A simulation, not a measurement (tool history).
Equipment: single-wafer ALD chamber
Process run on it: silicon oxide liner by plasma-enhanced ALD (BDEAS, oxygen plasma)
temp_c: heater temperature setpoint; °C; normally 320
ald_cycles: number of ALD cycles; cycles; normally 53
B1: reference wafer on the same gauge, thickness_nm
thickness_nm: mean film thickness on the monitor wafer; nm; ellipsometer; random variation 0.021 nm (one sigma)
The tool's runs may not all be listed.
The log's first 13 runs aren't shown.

run 14 hour=1032.8 | temp_c=323 ald_cycles=53 | B1=4.736 | thickness_nm=4.277
run 15 hour=1096.3 | temp_c=323 ald_cycles=53 | B1=4.731 | thickness_nm=4.293
run 16 hour=1158.9 | temp_c=314 ald_cycles=53 | B1=4.736 | thickness_nm=4.326
run 17 hour=1196.6 | temp_c=314 ald_cycles=53 | B1=4.729 | thickness_nm=4.317
run 18 hour=1229.9 | temp_c=320 ald_cycles=53 | B1=4.724 | thickness_nm=4.270
run 19 hour=1289.3 | temp_c=320 ald_cycles=53 | B1=4.729 | thickness_nm=4.302
run 20 hour=1353.2 | temp_c=320 ald_cycles=53 | B1=4.738 | thickness_nm=4.297
-- hour=1418.8 gauge calibrated
run 21 hour=1494.4 | temp_c=334 ald_cycles=63 | B1=4.730 | thickness_nm=5.031
run 22 hour=1549.3 | temp_c=327 ald_cycles=46 | B1=4.735 | thickness_nm=3.675
run 23 hour=1600.3 | temp_c=327 ald_cycles=45 | B1=4.736 | thickness_nm=3.633
run 24 hour=1629.1 | temp_c=327 ald_cycles=53 | B1=4.729 | thickness_nm=4.233

What does the tool deliver on the next run?
run 25 hour=1654.9 | temp_c=308 ald_cycles=47 | B1=? | thickness_nm=?

{"run 25": {"B1": 4.735, "thickness_nm": 3.877}}
On a tool with no hidden condition, and with the same random variation, this run would have come out at thickness_nm 3.877 nm.
